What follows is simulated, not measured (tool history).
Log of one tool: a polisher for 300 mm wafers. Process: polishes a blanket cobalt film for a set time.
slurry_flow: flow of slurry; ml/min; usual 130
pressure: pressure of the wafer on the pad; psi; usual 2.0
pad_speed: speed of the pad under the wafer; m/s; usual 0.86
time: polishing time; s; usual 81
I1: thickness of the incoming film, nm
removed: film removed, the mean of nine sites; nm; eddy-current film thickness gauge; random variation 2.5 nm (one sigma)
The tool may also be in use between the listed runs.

Run 1, hour 0.0: usual settings but slurry_flow 110 ml/min, pressure 1.7 psi; I1 1452.7. Result: removed 297.7 nm.
Run 2, hour 9.6: usual settings but slurry_flow 110 ml/min, pressure 1.7 psi; I1 1445.8. Result: removed 302.8 nm.
At hour 16.4: worn pad replaced by a new one.
Run 3, hour 22.1: usual settings; I1 1449.6. Result: removed 363.3 nm.
Run 4, hour 29.7: usual settings; I1 1467.2. Result: removed 359.2 nm.
Run 5, hour 41.5: usual settings; I1 1419.4. Result: removed 363.5 nm.
Run 6, hour 50.5: usual settings; I1 1431.2. Result: removed 360.7 nm.
Run 7, hour 64.5: usual settings; I1 1444.8. Result: removed 357.7 nm.
Run 8, hour 79.9: usual settings; I1 1440.2. Result: removed 354.1 nm.
Run 9, hour 93.5: usual settings but time 66 s; I1 1422.5. Result: removed 286.3 nm.
At hour 105.6: worn pad replaced by a new one.
Run 10, hour 109.9: usual settings but pressure 1.7 psi; I1 1454.4. Result: removed 329.0 nm.
At hour 133.7: head pressure recalibrated.
Run 11, hour 156.4: usual settings but slurry_flow 145 ml/min, pressure 2.3 psi; I1 1428.0. Result: removed 379.3 nm.
Run 12, hour 166.4: usual settings but slurry_flow 90 ml/min, pad_speed 1.10 m/s; I1 1436.5. Result: removed 367.8 nm.
Run 13, hour 173.6: usual settings but slurry_flow 165 ml/min; I1 1454.7. Result: removed 344.3 nm.
At hour 181.9: worn pad replaced by a new one.
Run 14, hour 182.4: usual settings but slurry_flow 115 ml/min, pad_speed 0.60 m/s; I1 1444.8. Result: removed 249.3 nm.
At hour 192.0: slurry nozzle cleaned.
Run 15, hour 198.7: usual settings but pressure 1.7 psi, time 65 s; I1 1453.8. Result: removed 239.2 nm.
Run 16, hour 214.9: usual settings but slurry_flow 155 ml/min; I1 1445.9. Result: removed 349.0 nm.
Run 17, hour 224.2: usual settings but slurry_flow 105 ml/min, pressure 2.3 psi, pad_speed 1.00 m/s, time 93 s; I1 1452.9. Result: removed 468.9 nm.
Run 18, hour 241.5: usual settings but slurry_flow 110 ml/min, pressure 1.7 psi; I1 1426.6. Result: removed 284.3 nm.

Forecast each of these 3 alternatives for the next run:
Run A, hour 241.9: usual settings but pad_speed 0.76 m/s; I1 1439.6. Result: removed ?.
Run B, hour 241.9: usual settings but pad_speed 0.98 m/s; I1 1439.6. Result: removed ?.
Run C, hour 241.9: usual settings but slurry_flow 155 ml/min, time 55 s; I1 1439.6. Result: removed ?.

run  removed
  A    302.5
  B    375.6
  C    235.7
Without the tool's hidden state the same runs would have given:
run  removed
  A    310.2
  B    385.1
  C    241.7

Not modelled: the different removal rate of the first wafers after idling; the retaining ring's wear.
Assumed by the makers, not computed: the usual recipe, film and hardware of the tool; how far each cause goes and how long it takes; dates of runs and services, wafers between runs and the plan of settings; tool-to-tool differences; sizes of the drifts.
